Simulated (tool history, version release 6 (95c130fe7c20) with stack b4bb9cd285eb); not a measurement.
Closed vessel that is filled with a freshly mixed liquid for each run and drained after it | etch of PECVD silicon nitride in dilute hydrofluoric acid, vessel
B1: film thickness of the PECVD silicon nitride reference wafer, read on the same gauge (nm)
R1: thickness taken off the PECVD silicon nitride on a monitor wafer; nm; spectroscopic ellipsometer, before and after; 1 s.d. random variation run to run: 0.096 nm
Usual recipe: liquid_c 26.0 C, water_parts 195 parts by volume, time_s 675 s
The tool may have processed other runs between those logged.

{"run": 1, "hour": 0.0, "liquid_c": 29.5, "water_parts": 220, "time_s": 675, "B1": 49.98, "R1": 13.59}
{"hour": 23.9, "done": "gauge calibrated"}
{"run": 2, "hour": 25.5, "liquid_c": 26.0, "water_parts": 195, "time_s": 675, "B1": 50.01, "R1": 12.45}
{"run": 3, "hour": 42.8, "liquid_c": 26.0, "water_parts": 195, "time_s": 675, "B1": 49.99, "R1": 12.52}
{"run": 4, "hour": 58.7, "liquid_c": 26.0, "water_parts": 195, "time_s": 675, "B1": 49.97, "R1": 12.49}
{"run": 5, "hour": 93.1, "liquid_c": 26.0, "water_parts": 195, "time_s": 675, "B1": 49.99, "R1": 12.56}
{"run": 6, "hour": 107.8, "liquid_c": 26.0, "water_parts": 195, "time_s": 675, "B1": 50.02, "R1": 12.72}
{"run": 7, "hour": 131.4, "liquid_c": 26.0, "water_parts": 195, "time_s": 675, "B1": 50.0, "R1": 12.55}
{"run": 8, "hour": 146.0, "liquid_c": 26.0, "water_parts": 195, "time_s": 675, "B1": 50.0, "R1": 12.94}
{"run": 9, "hour": 162.2, "liquid_c": 26.0, "water_parts": 195, "time_s": 675, "B1": 50.0, "R1": 12.85}
{"run": 10, "hour": 178.3, "liquid_c": 26.0, "water_parts": 195, "time_s": 675, "B1": 49.99, "R1": 12.66}
{"run": 11, "hour": 211.4, "liquid_c": 26.0, "water_parts": 195, "time_s": 675, "B1": 50.03, "R1": 13.05}
{"run": 12, "hour": 246.2, "liquid_c": 26.0, "water_parts": 195, "time_s": 840, "B1": 50.03, "R1": 16.1}
{"run": 13, "hour": 275.2, "liquid_c": 26.0, "water_parts": 195, "time_s": 840, "B1": 50.01, "R1": 16.07}
{"hour": 319.3, "done": "hydrofluoric acid flow meter replaced"}
{"run": 14, "hour": 369.2, "liquid_c": 26.0, "water_parts": 195, "time_s": 675, "B1": 50.01, "R1": 12.13}
{"run": 15, "hour": 393.9, "liquid_c": 26.0, "water_parts": 195, "time_s": 675, "B1": 49.99, "R1": 11.95}
{"run": 16, "hour": 426.2, "liquid_c": 26.0, "water_parts": 195, "time_s": 675, "B1": 50.03, "R1": 12.27}
{"run": 17, "hour": 442.2, "liquid_c": 22.0, "water_parts": 195, "time_s": 675, "B1": 49.98, "R1": 9.54}
{"run": 18, "hour": 456.5, "liquid_c": 26.0, "water_parts": 270, "time_s": 675, "B1": 50.01, "R1": 8.85}
{"run": 19, "hour": 479.6, "liquid_c": 28.0, "water_parts": 230, "time_s": 1030, "B1": 50.0, "R1": 18.11}
{"run": 20, "hour": 500.4, "liquid_c": 27.5, "water_parts": 195, "time_s": 675, "B1": 50.0, "R1": 13.57}
{"run": 21, "hour": 536.2, "liquid_c": 26.0, "water_parts": 195, "time_s": 675, "B1": 49.99, "R1": 12.45}
{"run": 22, "hour": 633.0, "liquid_c": 26.0, "water_parts": 195, "time_s": 465, "B1": 49.99, "R1": 8.66}
{"hour": 655.3, "done": "gauge calibrated"}
{"run": 23, "hour": 658.4, "liquid_c": 27.5, "water_parts": 130, "time_s": 675, "B1": 49.98, "R1": 20.68}
{"run": 24, "hour": 671.3, "liquid_c": 26.0, "water_parts": 275, "time_s": 675, "B1": 49.98, "R1": 9.18}
{"run": 25, "hour": 689.7, "liquid_c": 26.0, "water_parts": 245, "time_s": 315, "B1": 49.98, "R1": 4.77}
{"run": 26, "hour": 707.8, "liquid_c": 29.0, "water_parts": 250, "time_s": 675, "B1": 50.0, "R1": 11.76}
{"hour": 715.2, "done": "thermometer replaced"}
{"run": 27, "hour": 737.8, "liquid_c": 22.5, "water_parts": 225, "time_s": 825, "B1": 49.98, "R1": 10.02}
{"run": 28, "hour": 833.7, "liquid_c": 22.5, "water_parts": 100, "time_s": 675, "B1": 50.04, "R1": 18.46}
{"run": 29, "hour": 861.7, "liquid_c": 26.0, "water_parts": 130, "time_s": 675, "B1": 50.01, "R1": 18.14}
{"run": 30, "hour": 874.1, "liquid_c": 26.0, "water_parts": 195, "time_s": 675, "B1": 50.0, "R1": 12.31}
{"run": 31, "hour": 888.7, "liquid_c": 28.5, "water_parts": 135, "time_s": 315, "B1": 49.99, "R1": 9.56}
{"run": 32, "hour": 908.7, "liquid_c": 26.0, "water_parts": 195, "time_s": 675, "B1": 50.03, "R1": 11.99}
{"run": 33, "hour": 928.4, "liquid_c": 28.0, "water_parts": 235, "time_s": 675, "B1": 49.99, "R1": 11.38}

Pick out some run-to-run changes in R1. Of each, how much would a tool without hidden state show as well, from the settings, what came in and chance, and how much is left for the hidden state and any gauge scatter not in both results compared?
Hidden state present: liquid hotter than its thermometer reads (K); hydrofluoric acid flow above the setpoint (%); gauge reads high (%).
Run 13 -> 14: time_s 840 -> 675, hydrofluoric acid flow meter replaced. R1 -3.94 nm: hidden state -1.32, all else -2.62.
Run 18 -> 19: liquid_c 26.0 -> 28.0, water_parts 270 -> 230, time_s 675 -> 1030. R1 +9.26 nm: hidden state +1.10, all else +8.16.
Run 22 -> 23: liquid_c 26.0 -> 27.5, water_parts 195 -> 130, time_s 465 -> 675, gauge calibrated. R1 +12.02 nm: hidden state +1.76, all else +10.26.
Run 23 -> 24: liquid_c 27.5 -> 26.0, water_parts 130 -> 275. R1 -11.50 nm: hidden state -1.67, all else -9.83.
